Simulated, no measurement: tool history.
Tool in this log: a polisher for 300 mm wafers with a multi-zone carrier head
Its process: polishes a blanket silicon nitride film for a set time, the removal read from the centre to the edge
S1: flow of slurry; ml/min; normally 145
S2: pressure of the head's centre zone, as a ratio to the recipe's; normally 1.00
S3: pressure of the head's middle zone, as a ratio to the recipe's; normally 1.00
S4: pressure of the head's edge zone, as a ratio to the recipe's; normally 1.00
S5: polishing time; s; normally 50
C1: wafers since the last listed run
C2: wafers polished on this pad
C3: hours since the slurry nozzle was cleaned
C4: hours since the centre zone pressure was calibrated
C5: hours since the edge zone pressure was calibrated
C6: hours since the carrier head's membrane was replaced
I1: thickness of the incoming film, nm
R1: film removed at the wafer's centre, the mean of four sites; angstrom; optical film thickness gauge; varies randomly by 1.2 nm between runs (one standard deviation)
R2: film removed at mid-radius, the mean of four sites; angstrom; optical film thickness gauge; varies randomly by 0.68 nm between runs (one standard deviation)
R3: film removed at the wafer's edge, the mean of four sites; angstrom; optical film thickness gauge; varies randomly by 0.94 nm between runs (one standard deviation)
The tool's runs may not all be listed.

| run | day | S1 | S2 | S3 | S4 | S5 | C1 | C2 | C3 | C4 | C5 | C6 | I1 | R1 | R2 | R3 |
|---|---|---|---|---|---|---|---|---|---|---|---|---|---|---|---|---|
| 1 | 0.000 | 145 | 0.96 | 1.00 | 1.00 | 50 | 0 | 491 | 3.5 | 701.6 | 1141.9 | 7.9 | 371.2 | 919 | 862 | 862 |
| 2 | 0.279 | 145 | 1.11 | 0.94 | 1.08 | 50 | 88 | 580 | 10.2 | 708.3 | 1148.6 | 14.6 | 373.6 | 1077 | 833 | 876 |
|  | 0.500 | centre zone pressure recalibrated |
| 3 | 1.004 | 145 | 1.00 | 1.00 | 1.00 | 50 | 204 | 785 | 27.6 | 12.1 | 1166.0 | 32.0 | 377.2 | 845 | 859 | 843 |
|  | 1.704 | worn pad replaced by a new one |
| 4 | 1.725 | 145 | 1.00 | 1.00 | 1.00 | 50 | 176 | 6 | 44.9 | 29.4 | 1183.3 | 49.3 | 368.6 | 878 | 856 | 870 |
| 5 | 1.933 | 145 | 1.00 | 1.04 | 1.00 | 50 | 66 | 72 | 49.9 | 34.4 | 1188.3 | 54.3 | 370.3 | 881 | 889 | 855 |
| 6 | 2.329 | 145 | 1.00 | 1.00 | 1.00 | 50 | 126 | 199 | 59.4 | 43.9 | 1197.8 | 63.8 | 371.7 | 876 | 863 | 856 |
| 7 | 3.062 | 145 | 0.95 | 1.00 | 1.00 | 50 | 233 | 432 | 77.0 | 61.5 | 1215.4 | 81.4 | 362.2 | 827 | 862 | 855 |
|  | 3.154 | edge zone pressure recalibrated |
| 8 | 3.788 | 145 | 1.00 | 1.00 | 1.00 | 50 | 204 | 637 | 94.4 | 78.9 | 15.2 | 98.8 | 372.0 | 877 | 866 | 862 |
| 9 | 4.367 | 145 | 1.00 | 1.00 | 0.95 | 65 | 184 | 821 | 108.3 | 92.8 | 29.1 | 112.7 | 370.0 | 1111 | 1114 | 1094 |
| 10 | 4.617 | 190 | 1.00 | 0.95 | 1.08 | 50 | 79 | 901 | 114.3 | 98.8 | 35.1 | 118.7 | 364.8 | 937 | 873 | 931 |

Run 11 is up next; what results do you expect?
| 11 | 4.925 | 145 | 1.00 | 0.93 | 1.00 | 50 | 98 | 999 | 121.7 | 106.2 | 42.5 | 126.1 | 375.4 | ? | ? | ? |

Run 11 yielded R1 889 angstrom, R2 823 angstrom, R3 849 angstrom.
If the tool had no hidden condition, the same run with the same run-to-run variation would have returned R1 878 angstrom, R2 823 angstrom, R3 849 angstrom.

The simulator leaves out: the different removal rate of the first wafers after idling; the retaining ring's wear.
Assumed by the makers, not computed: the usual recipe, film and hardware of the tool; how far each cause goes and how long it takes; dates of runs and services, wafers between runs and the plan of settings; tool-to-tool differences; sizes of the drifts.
